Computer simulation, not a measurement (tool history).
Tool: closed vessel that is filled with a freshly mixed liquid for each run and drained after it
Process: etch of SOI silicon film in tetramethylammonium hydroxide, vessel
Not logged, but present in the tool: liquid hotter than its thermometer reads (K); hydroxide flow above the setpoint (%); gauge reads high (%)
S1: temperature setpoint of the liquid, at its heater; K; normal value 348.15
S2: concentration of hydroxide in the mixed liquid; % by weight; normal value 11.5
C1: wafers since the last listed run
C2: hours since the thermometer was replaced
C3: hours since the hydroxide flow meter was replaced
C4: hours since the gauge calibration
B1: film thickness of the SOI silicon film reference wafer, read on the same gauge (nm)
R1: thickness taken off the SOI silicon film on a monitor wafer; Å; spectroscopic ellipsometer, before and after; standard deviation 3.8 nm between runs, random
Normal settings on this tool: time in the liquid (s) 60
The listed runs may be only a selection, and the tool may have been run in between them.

{"run": 1, "hour": 0.0, "S1": 348.15, "S2": 11.5, "time in the liquid (s)": 60, "C1": 0, "C2": 676.2, "C3": 1339.8, "C4": 529.7, "B1": 129.99, "R1": 5514.3}
{"run": 2, "hour": 18.2, "S1": 348.15, "S2": 11.5, "time in the liquid (s)": 60, "C1": 1639, "C2": 694.4, "C3": 1358, "C4": 547.9, "B1": 129.99, "R1": 5408.4}
{"run": 3, "hour": 38.3, "S1": 348.15, "S2": 11.5, "time in the liquid (s)": 75, "C1": 1810, "C2": 714.5, "C3": 1378.1, "C4": 568, "B1": 130, "R1": 6839.4}
{"run": 4, "hour": 62.3, "S1": 348.15, "S2": 11.5, "time in the liquid (s)": 75, "C1": 2161, "C2": 738.5, "C3": 1402.1, "C4": 592, "B1": 129.99, "R1": 6825.1}
{"run": 5, "hour": 97.7, "S1": 348.15, "S2": 9, "time in the liquid (s)": 60, "C1": 3188, "C2": 773.9, "C3": 1437.5, "C4": 627.4, "B1": 130, "R1": 6002.5}
{"run": 6, "hour": 131.3, "S1": 348.15, "S2": 9, "time in the liquid (s)": 60, "C1": 3026, "C2": 807.5, "C3": 1471.1, "C4": 661, "B1": 130.02, "R1": 5975.1}
{"run": 7, "hour": 156.9, "S1": 348.15, "S2": 9, "time in the liquid (s)": 60, "C1": 2305, "C2": 833.1, "C3": 1496.7, "C4": 686.6, "B1": 130, "R1": 5936.9}
{"run": 8, "hour": 173.4, "S1": 348.15, "S2": 11.5, "time in the liquid (s)": 60, "C1": 1486, "C2": 849.6, "C3": 1513.2, "C4": 703.1, "B1": 129.99, "R1": 5468.9}
{"run": 9, "hour": 206.4, "S1": 348.15, "S2": 11.5, "time in the liquid (s)": 60, "C1": 2972, "C2": 882.6, "C3": 1546.2, "C4": 736.1, "B1": 129.98, "R1": 5498.5}
{"run": 10, "hour": 237.4, "S1": 348.15, "S2": 11.5, "time in the liquid (s)": 60, "C1": 2791, "C2": 913.6, "C3": 1577.2, "C4": 767.1, "B1": 129.99, "R1": 5386.6}
{"hour": 244.8, "done": "thermometer replaced"}
{"run": 11, "hour": 301.9, "S1": 345.15, "S2": 11.5, "time in the liquid (s)": 60, "C1": 5719, "C2": 57.1, "C3": 1641.7, "C4": 831.6, "B1": 130.01, "R1": 4490.6}
{"run": 12, "hour": 319.9, "S1": 345.15, "S2": 11.5, "time in the liquid (s)": 60, "C1": 1621, "C2": 75.1, "C3": 1659.7, "C4": 849.6, "B1": 130, "R1": 4478.8}
{"hour": 329.1, "done": "hydroxide flow meter replaced"}
{"run": 13, "hour": 339.9, "S1": 345.15, "S2": 11.5, "time in the liquid (s)": 60, "C1": 1711, "C2": 95.1, "C3": 10.8, "C4": 869.6, "B1": 130, "R1": 4815.2}
{"run": 14, "hour": 369.6, "S1": 348.15, "S2": 11.5, "time in the liquid (s)": 60, "C1": 2674, "C2": 124.8, "C3": 40.5, "C4": 899.3, "B1": 130.01, "R1": 5668.1}
{"run": 15, "hour": 404.5, "S1": 348.15, "S2": 11.5, "time in the liquid (s)": 60, "C1": 3143, "C2": 159.7, "C3": 75.4, "C4": 934.2, "B1": 130.01, "R1": 5636.5}
{"run": 16, "hour": 424.9, "S1": 348.15, "S2": 11.5, "time in the liquid (s)": 60, "C1": 1837, "C2": 180.1, "C3": 95.8, "C4": 954.6, "B1": 130, "R1": 5619.6}
{"run": 17, "hour": 444.1, "S1": 345.65, "S2": 11.5, "time in the liquid (s)": 90, "C1": 1729, "C2": 199.3, "C3": 115, "C4": 973.8, "B1": 130.01, "R1": 7430.7}
{"run": 18, "hour": 470.6, "S1": 348.15, "S2": 11.5, "time in the liquid (s)": 60, "C1": 2386, "C2": 225.8, "C3": 141.5, "C4": 1000.3, "B1": 129.98, "R1": 5701.8}
{"run": 19, "hour": 489.4, "S1": 351.15, "S2": 10, "time in the liquid (s)": 70, "C1": 1693, "C2": 244.6, "C3": 160.3, "C4": 1019.1, "B1": 130, "R1": 8225.2}
{"run": 20, "hour": 501.7, "S1": 355.15, "S2": 8, "time in the liquid (s)": 70, "C1": 1107, "C2": 256.9, "C3": 172.6, "C4": 1031.4, "B1": 130.01, "R1": 11036.2}
{"run": 21, "hour": 517.4, "S1": 348.15, "S2": 14, "time in the liquid (s)": 60, "C1": 1413, "C2": 272.6, "C3": 188.3, "C4": 1047.1, "B1": 129.99, "R1": 5178.4}
{"hour": 520.9, "done": "gauge calibrated"}
{"run": 22, "hour": 541.9, "S1": 342.15, "S2": 9.5, "time in the liquid (s)": 60, "C1": 2206, "C2": 297.1, "C3": 212.8, "C4": 21, "B1": 129.99, "R1": 4248.9}
{"run": 23, "hour": 559.5, "S1": 355.65, "S2": 11.5, "time in the liquid (s)": 60, "C1": 1585, "C2": 314.7, "C3": 230.4, "C4": 38.6, "B1": 130.01, "R1": 8567.2}
{"run": 24, "hour": 573.3, "S1": 348.15, "S2": 11.5, "time in the liquid (s)": 80, "C1": 1242, "C2": 328.5, "C3": 244.2, "C4": 52.4, "B1": 129.98, "R1": 7581.1}
{"run": 25, "hour": 600.7, "S1": 343.15, "S2": 12.5, "time in the liquid (s)": 30, "C1": 2467, "C2": 355.9, "C3": 271.6, "C4": 79.8, "B1": 129.98, "R1": 2023.2}
{"run": 26, "hour": 616.7, "S1": 348.15, "S2": 11.5, "time in the liquid (s)": 60, "C1": 1441, "C2": 371.9, "C3": 287.6, "C4": 95.8, "B1": 129.99, "R1": 5692.3}
{"run": 27, "hour": 629.1, "S1": 348.15, "S2": 11.5, "time in the liquid (s)": 60, "C1": 1116, "C2": 384.3, "C3": 300, "C4": 108.2, "B1": 130, "R1": 5683.2}
{"run": 28, "hour": 646.8, "S1": 340.65, "S2": 11.5, "time in the liquid (s)": 90, "C1": 1594, "C2": 402, "C3": 317.7, "C4": 125.9, "B1": 130.01, "R1": 5468.1}
{"run": 29, "hour": 681.5, "S1": 342.15, "S2": 8.5, "time in the liquid (s)": 60, "C1": 3125, "C2": 436.7, "C3": 352.4, "C4": 160.6, "B1": 130.01, "R1": 4494.5}
{"run": 30, "hour": 717.4, "S1": 351.65, "S2": 13, "time in the liquid (s)": 60, "C1": 3233, "C2": 472.6, "C3": 388.3, "C4": 196.5, "B1": 130, "R1": 6487.4}
{"run": 31, "hour": 734.9, "S1": 342.65, "S2": 10, "time in the liquid (s)": 40, "C1": 1576, "C2": 490.1, "C3": 405.8, "C4": 214, "B1": 130.01, "R1": 2859.8}
{"run": 32, "hour": 767.7, "S1": 344.15, "S2": 13.5, "time in the liquid (s)": 90, "C1": 2954, "C2": 522.9, "C3": 438.6, "C4": 246.8, "B1": 129.99, "R1": 6226.1}
{"run": 33, "hour": 779.9, "S1": 348.15, "S2": 11.5, "time in the liquid (s)": 60, "C1": 1098, "C2": 535.1, "C3": 450.8, "C4": 259, "B1": 130, "R1": 5686.9}
{"run": 34, "hour": 802.6, "S1": 344.65, "S2": 14, "time in the liquid (s)": 30, "C1": 2044, "C2": 557.8, "C3": 473.5, "C4": 281.7, "B1": 130, "R1": 2098.1}
{"run": 35, "hour": 836.2, "S1": 348.15, "S2": 13, "time in the liquid (s)": 30, "C1": 3026, "C2": 591.4, "C3": 507.1, "C4": 315.3, "B1": 130, "R1": 2674.7}

Run-by-run hidden state of the tool:
liquid hotter than its thermometer reads (K): 0 across all the runs
gauge reads high (%): 0 across all the runs
H1: hydroxide flow above the setpoint (%)
run=1 H1=11.7
run=2 H1=11.9
run=3 H1=12
run=4 H1=12.2
run=5 H1=12.5
run=6 H1=12.8
run=7 H1=13
run=8 H1=13.1
run=9 H1=13.4
run=10 H1=13.7
run=11 H1=14.2
run=12 H1=14.3
run=13 H1=0.172
run=14 H1=0.413
run=15 H1=0.696
run=16 H1=0.861
run=17 H1=1.02
run=18 H1=1.23
run=19 H1=1.38
run=20 H1=1.48
run=21 H1=1.61
run=22 H1=1.81
run=23 H1=1.95
run=24 H1=2.06
run=25 H1=2.29
run=26 H1=2.42
run=27 H1=2.52
run=28 H1=2.66
run=29 H1=2.94
run=30 H1=3.23
run=31 H1=3.38
run=32 H1=3.64
run=33 H1=3.74
run=34 H1=3.92
run=35 H1=4.2
